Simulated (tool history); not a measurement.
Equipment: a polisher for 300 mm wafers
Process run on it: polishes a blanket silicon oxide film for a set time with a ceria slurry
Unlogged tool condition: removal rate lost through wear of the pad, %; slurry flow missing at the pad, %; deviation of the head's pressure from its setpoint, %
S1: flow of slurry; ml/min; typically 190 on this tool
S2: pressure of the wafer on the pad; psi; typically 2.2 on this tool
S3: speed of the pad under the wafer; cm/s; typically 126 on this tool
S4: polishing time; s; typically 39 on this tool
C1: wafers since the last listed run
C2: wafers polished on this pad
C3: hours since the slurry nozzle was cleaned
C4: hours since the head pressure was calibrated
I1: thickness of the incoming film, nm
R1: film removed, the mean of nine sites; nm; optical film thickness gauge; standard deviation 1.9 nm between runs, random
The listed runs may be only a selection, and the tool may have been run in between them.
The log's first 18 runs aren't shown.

Run 19, hour 688.7: usual settings but S2 2.9 psi, S3 92 cm/s, S4 34 s; C1 403; C2 3355; C3 186.7; C4 241.0; I1 742.2. Result: R1 134.1 nm.
Run 20, hour 743.5: usual settings but S2 1.5 psi; C1 791; C2 4146; C3 241.5; C4 295.8; I1 748.6. Result: R1 144.5 nm.
At hour 757.0: worn pad replaced by a new one.
At hour 769.1: head pressure recalibrated.
Run 21, hour 772.4: usual settings but S1 210 ml/min, S3 162 cm/s, S4 32 s; C1 330; C2 193; C3 270.4; C4 3.3; I1 740.0. Result: R1 191.2 nm.
Run 22, hour 789.0: usual settings but S4 50 s; C1 239; C2 433; C3 287.0; C4 19.9; I1 754.5. Result: R1 230.6 nm.
Run 23, hour 809.8: usual settings but S1 220 ml/min, S3 102 cm/s; C1 300; C2 734; C3 307.8; C4 40.7; I1 738.1. Result: R1 146.6 nm.
Run 24, hour 844.1: usual settings but S1 170 ml/min, S3 140 cm/s, S4 27 s; C1 495; C2 1229; C3 342.1; C4 75.0; I1 735.1. Result: R1 134.1 nm.
Run 25, hour 868.6: usual settings but S4 44 s; C1 353; C2 1583; C3 366.6; C4 99.5; I1 740.6. Result: R1 201.7 nm.
Run 26, hour 897.5: usual settings; C1 417; C2 2001; C3 395.5; C4 128.4; I1 738.1. Result: R1 176.8 nm.
Run 27, hour 916.4: usual settings but S1 155 ml/min, S3 82 cm/s, S4 44 s; C1 273; C2 2274; C3 414.4; C4 147.3; I1 738.0. Result: R1 124.9 nm.
Run 28, hour 929.0: usual settings; C1 182; C2 2456; C3 427.0; C4 159.9; I1 740.0. Result: R1 176.8 nm.
Run 29, hour 942.9: usual settings but S1 135 ml/min, S3 146 cm/s; C1 200; C2 2657; C3 440.9; C4 173.8; I1 739.2. Result: R1 190.2 nm.
Run 30, hour 973.4: usual settings but S1 210 ml/min, S3 162 cm/s, S4 32 s; C1 440; C2 3097; C3 471.4; C4 204.3; I1 748.5. Result: R1 184.0 nm.
At hour 978.5: slurry nozzle cleaned.
Run 31, hour 1001.1: usual settings; C1 385; C2 3483; C3 22.6; C4 232.0; I1 730.5. Result: R1 182.3 nm.
Run 32, hour 1015.2: usual settings but S1 135 ml/min, S3 162 cm/s; C1 203; C2 3687; C3 36.7; C4 246.1; I1 736.1. Result: R1 216.2 nm.
At hour 1026.6: worn pad replaced by a new one.
Run 33, hour 1028.0: usual settings but S1 220 ml/min, S3 102 cm/s; C1 127; C2 20; C3 49.5; C4 258.9; I1 748.1. Result: R1 149.8 nm.
Run 34, hour 1061.7: usual settings but S1 140 ml/min, S3 114 cm/s; C1 486; C2 507; C3 83.2; C4 292.6; I1 739.5. Result: R1 154.5 nm.
Run 35, hour 1086.1: usual settings; C1 352; C2 859; C3 107.6; C4 317.0; I1 744.6. Result: R1 180.6 nm.
Run 36, hour 1104.6: usual settings but S1 205 ml/min, S2 1.8 psi, S3 98 cm/s; C1 267; C2 1127; C3 126.1; C4 335.5; I1 742.8. Result: R1 128.9 nm.

Forecast each of these 5 alternatives for the next run:
Run A, hour 1105.0: usual settings but S1 125 ml/min; C1 5; C2 1132; C3 126.5; C4 335.9; I1 746.1. Result: R1 ?.
Run B, hour 1105.0: usual settings but S2 2.9 psi, S3 102 cm/s, S4 51 s; C1 5; C2 1132; C3 126.5; C4 335.9; I1 746.1. Result: R1 ?.
Run C, hour 1105.0: usual settings but S2 2.7 psi, S3 156 cm/s; C1 5; C2 1132; C3 126.5; C4 335.9; I1 746.1. Result: R1 ?.
Run D, hour 1105.0: usual settings but S1 170 ml/min, S2 1.9 psi, S3 168 cm/s, S4 31 s; C1 5; C2 1132; C3 126.5; C4 335.9; I1 746.1. Result: R1 ?.
Run E, hour 1105.0: usual settings but S1 140 ml/min, S2 2.7 psi, S3 144 cm/s; C1 5; C2 1132; C3 126.5; C4 335.9; I1 746.1. Result: R1 ?.

run     R1
  A  168.6
  B  231.5
  C  257.8
  D  173.3
  E  225.7
Without the tool's unlogged condition, the same runs would have read:
run     R1
  A  170.9
  B  233.6
  C  260.1
  D  175.1
  E  228.4
